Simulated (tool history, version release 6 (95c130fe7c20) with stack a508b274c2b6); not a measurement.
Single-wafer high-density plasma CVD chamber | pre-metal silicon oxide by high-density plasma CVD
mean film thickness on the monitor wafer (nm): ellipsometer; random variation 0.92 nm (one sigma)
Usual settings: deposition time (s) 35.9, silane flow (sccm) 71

run	day	deposition time (s)	silane flow (sccm)	wafers since the last listed run	hours since the silane flow controller was replaced	hours since the gauge calibration	read-back reference wafer on the same gauge, thickness_nm	mean film thickness on the monitor wafer (nm)
1	0	31.9	77	0	3728.6	839.5	246.998	245.715
2	2.583	35.9	71	1053	3790.6	901.5	247.243	255.336
3	3.738	38.3	71	470	3818.3	929.2	246.917	272.954
4	6.029	38.3	71	934	3873.3	984.2	247.231	271.826
5	8.342	38.3	71	942	3928.8	1039.7	247.03	272.123
6	9.904	35.9	71	637	3966.3	1077.2	246.828	257.466
7	11.7	35.9	71	732	4009.4	1120.3	246.805	255.034
8	12.929	35.9	71	501	4038.9	1149.8	246.997	258.875
9	14.892	35.9	71	800	4086	1196.9	246.796	256.917
10	17.075	33.1	61	890	4138.4	1249.3	246.794	202.426
11	18.404	33.1	61	541	4170.3	1281.2	246.963	202.594
12	20.646	33.1	61	913	4224.1	1335	246.955	203.973
13	22.175	35.9	71	623	4260.8	1371.7	247.056	257.647
14	24.054	35.9	71	766	4305.9	1416.8	247.011	259.338
15	25.354	32.7	71	530	4337.1	1448	247.07	235.525
16	28.058	35.9	71	1102	4402	1512.9	247.082	257.96
# day 30.283: gauge calibrated
# day 30.512: silane flow controller replaced
17	30.862	35.9	71	1007	8.4	13.9	246.982	244.865
18	31.992	32.4	71	460	35.5	41	247.116	221.59
19	34.962	42	65	1211	106.8	112.3	247.01	264.25
20	43.204	42.7	71	3360	304.6	310.1	246.89	291.594
21	46.058	29.5	67	1163	373.1	378.6	247.175	191.163
22	47.921	29.2	57	759	417.8	423.3	247.261	159.991
23	49.662	34	76	710	459.6	465.1	246.538	248.461
24	52.296	35.9	71	1073	522.8	528.3	247.154	245.059
25	55.258	35.9	71	1207	593.9	599.4	246.757	245.692
26	57.921	42.9	75	1085	657.8	663.3	246.931	308.069
27	59.85	30.7	66	786	704.1	709.6	246.991	194.614
28	62.029	35.9	71	888	756.4	761.9	246.977	247.689
29	63.738	35.9	85	696	797.4	802.9	247.187	295.021
30	65.042	35.9	71	531	828.7	834.2	247.16	246.833

Forecast each of these 5 alternatives for the next run:
A	65.058	35.9	71	6	829.1	834.6	?	?
B	65.058	31.9	65	6	829.1	834.6	?	?
C	65.058	39.7	66	6	829.1	834.6	?	?
D	65.058	32.9	64	6	829.1	834.6	?	?
E	65.058	40	71	6	829.1	834.6	?	?

run	read-back reference wafer on the same gauge, thickness_nm	mean film thickness on the monitor wafer (nm)
A	246.944	245
B	246.944	199.304
C	246.944	251.853
D	246.944	202.39
E	246.944	272.98
Without the tool's hidden state the same runs would have given:
run	mean film thickness on the monitor wafer (nm)
A	245.908
B	200.043
C	252.786
D	203.14
E	273.992

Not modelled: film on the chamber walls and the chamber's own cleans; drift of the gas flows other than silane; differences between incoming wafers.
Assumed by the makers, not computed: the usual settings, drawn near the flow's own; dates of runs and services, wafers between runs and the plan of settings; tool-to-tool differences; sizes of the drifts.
